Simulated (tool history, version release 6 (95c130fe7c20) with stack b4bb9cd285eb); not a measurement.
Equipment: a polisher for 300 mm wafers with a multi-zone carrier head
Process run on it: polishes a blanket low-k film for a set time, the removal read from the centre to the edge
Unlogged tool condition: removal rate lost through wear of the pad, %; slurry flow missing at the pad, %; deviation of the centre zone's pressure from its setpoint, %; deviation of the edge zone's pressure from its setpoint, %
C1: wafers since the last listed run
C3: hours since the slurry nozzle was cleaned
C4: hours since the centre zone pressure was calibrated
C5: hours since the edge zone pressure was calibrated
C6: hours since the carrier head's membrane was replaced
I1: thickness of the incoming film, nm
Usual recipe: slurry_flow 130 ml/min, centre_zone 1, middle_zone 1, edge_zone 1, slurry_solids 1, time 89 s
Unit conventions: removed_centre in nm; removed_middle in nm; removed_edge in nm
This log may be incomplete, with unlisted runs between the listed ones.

Run 1, hour 0: usual settings but centre_zone 0.9; C1 0; wafers polished on this pad 917; C3 210.7; C4 743; C5 114.3; C6 1134.1; I1 343.9. Result: removed_centre 24.7 nm, removed_middle 26.4 nm, removed_edge 26.5 nm.
Run 2, hour 32.1: usual settings but edge_zone 1.1, slurry_solids 1.25; C1 262; wafers polished on this pad 1180; C3 242.8; C4 775.1; C5 146.4; C6 1166.2; I1 348.6. Result: removed_centre 31.4 nm, removed_middle 29.8 nm, removed_edge 31.4 nm.
At hour 49.4: carrier head's membrane replaced by a new one.
Run 3, hour 64.3: usual settings but slurry_flow 155 ml/min, slurry_solids 1.15; C1 222; wafers polished on this pad 1403; C3 275; C4 807.3; C5 178.6; C6 14.9; I1 348.5. Result: removed_centre 31.7 nm, removed_middle 29.3 nm, removed_edge 29.3 nm.
Run 4, hour 80.6: usual settings but slurry_flow 105 ml/min, time 77 s; C1 133; wafers polished on this pad 1536; C3 291.3; C4 823.6; C5 194.9; C6 31.2; I1 349.6. Result: removed_centre 22.9 nm, removed_middle 21.3 nm, removed_edge 22 nm.
Run 5, hour 99.8: usual settings; C1 157; wafers polished on this pad 1694; C3 310.5; C4 842.8; C5 214.1; C6 50.4; I1 349.6. Result: removed_centre 27.9 nm, removed_middle 26 nm, removed_edge 26.2 nm.
At hour 120.4: worn pad replaced by a new one.
Run 6, hour 195: usual settings but slurry_flow 100 ml/min, centre_zone 1.04, slurry_solids 0.8, time 75 s; C1 747; wafers polished on this pad 611; C3 405.7; C4 938; C5 309.3; C6 145.6; I1 349.5. Result: removed_centre 18.7 nm, removed_middle 17.1 nm, removed_edge 17.6 nm.
Run 7, hour 219: usual settings but centre_zone 1.08, time 79 s; C1 196; wafers polished on this pad 808; C3 429.7; C4 962; C5 333.3; C6 169.6; I1 350. Result: removed_centre 26.4 nm, removed_middle 23.1 nm, removed_edge 23.4 nm.
Run 8, hour 233.6: usual settings but centre_zone 1.05, edge_zone 1.11, slurry_solids 0.8, time 59 s; C1 119; wafers polished on this pad 927; C3 444.3; C4 976.6; C5 347.9; C6 184.2; I1 349.1. Result: removed_centre 16 nm, removed_middle 14.3 nm, removed_edge 14.9 nm.
Run 9, hour 246.4: usual settings; C1 104; wafers polished on this pad 1032; C3 457.1; C4 989.4; C5 360.7; C6 197; I1 343.7. Result: removed_centre 27.9 nm, removed_middle 25.6 nm, removed_edge 26.2 nm.
At hour 259: slurry nozzle cleaned.
At hour 280.5: centre zone pressure recalibrated.
Run 10, hour 281: usual settings but centre_zone 1.08; C1 258; wafers polished on this pad 1291; C3 22; C4 0.5; C5 395.3; C6 231.6; I1 343.2. Result: removed_centre 27.6 nm, removed_middle 25.9 nm, removed_edge 26.4 nm.
Run 11, hour 300.1: usual settings; C1 156; wafers polished on this pad 1447; C3 41.1; C4 19.6; C5 414.4; C6 250.7; I1 354.2. Result: removed_centre 25.2 nm, removed_middle 26.2 nm, removed_edge 26.2 nm.
Run 12, hour 328.8: usual settings; C1 235; wafers polished on this pad 1682; C3 69.8; C4 48.3; C5 443.1; C6 279.4; I1 350.6. Result: removed_centre 25.9 nm, removed_middle 25.7 nm, removed_edge 26.4 nm.
Run 13, hour 345.1: usual settings but middle_zone 0.95, slurry_solids 1.1; C1 133; wafers polished on this pad 1816; C3 86.1; C4 64.6; C5 459.4; C6 295.7; I1 351.1. Result: removed_centre 27.6 nm, removed_middle 26.7 nm, removed_edge 28.4 nm.
At hour 367.1: worn pad replaced by a new one.
Run 14, hour 376.1: usual settings; C1 221; wafers polished on this pad 73; C3 117.1; C4 95.6; C5 490.4; C6 326.7; I1 346.4. Result: removed_centre 25.8 nm, removed_middle 25.9 nm, removed_edge 26.4 nm.
Run 15, hour 396.5: usual settings; C1 167; wafers polished on this pad 240; C3 137.5; C4 116; C5 510.8; C6 347.1; I1 351.6. Result: removed_centre 25.9 nm, removed_middle 26.2 nm, removed_edge 26.1 nm.
Run 16, hour 431.1: usual settings but time 60 s; C1 283; wafers polished on this pad 524; C3 172.1; C4 150.6; C5 545.4; C6 381.7; I1 349.5. Result: removed_centre 17.4 nm, removed_middle 17.6 nm, removed_edge 17.9 nm.
Run 17, hour 454.7: usual settings but centre_zone 0.91, slurry_solids 0.8; C1 193; wafers polished on this pad 717; C3 195.7; C4 174.2; C5 569; C6 405.3; I1 353.2. Result: removed_centre 19.6 nm, removed_middle 21.7 nm, removed_edge 21.8 nm.
Run 18, hour 479.6: usual settings; C1 203; wafers polished on this pad 921; C3 220.6; C4 199.1; C5 593.9; C6 430.2; I1 353.3. Result: removed_centre 26.1 nm, removed_middle 26.2 nm, removed_edge 26.2 nm.
Run 19, hour 514.5: usual settings; C1 285; wafers polished on this pad 1207; C3 255.5; C4 234; C5 628.8; C6 465.1; I1 346.2. Result: removed_centre 26.3 nm, removed_middle 26.2 nm, removed_edge 26.3 nm.
Run 20, hour 550.3: usual settings but centre_zone 0.91, middle_zone 0.9, time 73 s; C1 293; wafers polished on this pad 1500; C3 291.3; C4 269.8; C5 664.6; C6 500.9; I1 347.7. Result: removed_centre 19.3 nm, removed_middle 19.6 nm, removed_edge 21.5 nm.
Run 21, hour 574.9: usual settings but time 111 s; C1 201; wafers polished on this pad 1702; C3 315.9; C4 294.4; C5 689.2; C6 525.5; I1 349. Result: removed_centre 32.7 nm, removed_middle 32.3 nm, removed_edge 32.8 nm.
Run 22, hour 605.8: usual settings but middle_zone 1.07; C1 253; wafers polished on this pad 1955; C3 346.8; C4 325.3; C5 720.1; C6 556.4; I1 349.8. Result: removed_centre 26.2 nm, removed_middle 27.8 nm, removed_edge 26.5 nm.
At hour 630.1: slurry nozzle cleaned.
At hour 631.3: worn pad replaced by a new one.
Run 23, hour 634.1: usual settings but centre_zone 0.96, edge_zone 0.9; C1 213; wafers polished on this pad 23; C3 4; C4 353.6; C5 748.4; C6 584.7; I1 351.3. Result: removed_centre 25.6 nm, removed_middle 25.9 nm, removed_edge 25.4 nm.

Measured minus without-hidden-state, run by run (identical run-to-run variation in each term; gauge scatter may differ):
run  removed_centre
  1            +1.2
  2            +1.5
  3            +1.6
  4            +1.2
  5            +1.5
  6            +1.1
  7            +1.6
  8              +1
  9            +1.8
 10            -0.4
 11            -0.3
 12            -0.2
 13            -0.2
 14            -0.1
 15            -0.1
 16              +0
 17              +0
 18              +0
 19            +0.1
 20            +0.1
 21            +0.3
 22            +0.2
 23            +0.3
removed_middle: at most 0.1 nm away from the measurement, every run.
removed_edge difference: zero, run after run.

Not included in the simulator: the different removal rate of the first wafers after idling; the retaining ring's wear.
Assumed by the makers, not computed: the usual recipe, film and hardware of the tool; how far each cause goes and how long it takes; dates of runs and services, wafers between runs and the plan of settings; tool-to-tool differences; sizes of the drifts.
